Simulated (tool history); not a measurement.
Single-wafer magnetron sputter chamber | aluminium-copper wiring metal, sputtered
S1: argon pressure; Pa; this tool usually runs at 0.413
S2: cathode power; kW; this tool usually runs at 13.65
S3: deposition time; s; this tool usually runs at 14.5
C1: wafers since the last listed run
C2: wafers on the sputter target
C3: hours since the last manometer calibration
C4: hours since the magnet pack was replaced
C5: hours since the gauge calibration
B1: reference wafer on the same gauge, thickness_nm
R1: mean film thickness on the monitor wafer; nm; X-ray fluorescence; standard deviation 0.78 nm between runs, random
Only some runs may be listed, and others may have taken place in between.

run   hour     S1     S2    S3    C1    C2      C3       C4     C5       B1       R1
  1      0  0.413  13.65  12.4     0  1423  2306.9  10367.7   91.4  321.128   270.67
  2   22.3  0.413  13.65  12.4   934  2357  2329.2    10390  113.7  321.084  270.351
  3   42.1  0.413  13.65  15.5   829  3187    2349  10409.8  133.5  320.994  336.367
  4   76.5  0.413  13.65  15.5  1441  4628  2383.4  10444.2  167.9  320.917  336.591
     104.6  -- sputter target and shields replaced
  5  105.1  0.413  13.65  14.5   862    23    2412  10472.8  196.5  321.006  316.356
  6  115.2  0.413  13.65  14.5   423   446  2422.1  10482.9  206.6  320.835  315.813
  7  136.8  0.413  13.65  14.5   904  1351  2443.7  10504.5  228.2  321.092  315.088
     185.4  -- magnet pack replaced
  8  187.2  0.413  13.65  15.9  1776  3127  2494.1      1.8  278.6  321.002  345.248
  9  207.1  0.413  13.65  14.5   833  3960    2514     21.7  298.5  321.172   315.12
     215.2  -- sputter target and shields replaced
 10  230.9  0.413  13.65  14.5   661   656  2537.8     45.5  322.3  320.845  313.339
 11  246.6  0.413  13.65  14.5   657  1313  2553.5     61.2    338  321.293  316.301
 12  279.9  0.575     16  15.6  1395  2708  2586.8     94.5  371.3  321.245  343.622
 13  305.4  0.369   14.9  16.5  1068  3776  2612.3      120  396.8  320.753   406.48
 14  321.5  0.574  13.65  14.5   674  4451  2628.4    136.1  412.9  320.965  274.318
     331.4  -- sputter target and shields replaced
     335.4  -- gauge calibrated
     343.9  -- capacitance manometer re-zeroed and calibrated
 15  344.4  0.413   11.1  14.5   289   210     0.5      159      9  320.789  265.887
 16  365.7  0.507   15.1  16.3   892  1103    21.8    180.3   30.3  320.825  374.425
 17  387.2  0.413     12  14.5   900  2003    43.3    201.8   51.8  321.044  285.073
 18  420.2  0.413  13.65  14.5  1382  3386    76.3    234.8   84.8  321.156  325.061
     447.9  -- sputter target and shields replaced
 19  508.8  0.413  13.65  15.8  3376  2550   164.9    323.4  173.4   320.81  351.653
 20  539.1  0.355  15.75  14.5  1269  3819   195.2    353.7  203.7   320.81  392.274
     561.6  -- sputter target and shields replaced
 21  562.1  0.575     16  15.6   628    22   218.2    376.7  226.7  320.851  355.031
 22  580.1  0.518  15.05  17.4   754   776   236.2    394.7  244.7  320.986  392.089
 23    599  0.525   14.6  15.4   791  1568   255.1    413.6  263.6  321.057  331.712

Branching from run 23: 3 alternative next runs. What would each branch give?
  A  599.4  0.413  13.65  11.9  16  1585  255.5  414  264   ?   ?
  B  599.4  0.569   14.6  14.5  16  1585  255.5  414  264   ?   ?
  C  599.4  0.365  11.55  11.9  16  1585  255.5  414  264   ?   ?

run       B1       R1
  A  321.037  264.653
  B  321.037  303.364
  C  321.037  233.278
Without the tool's hidden state the same runs would have given:
run       R1
  A  268.665
  B  310.275
  C  236.229
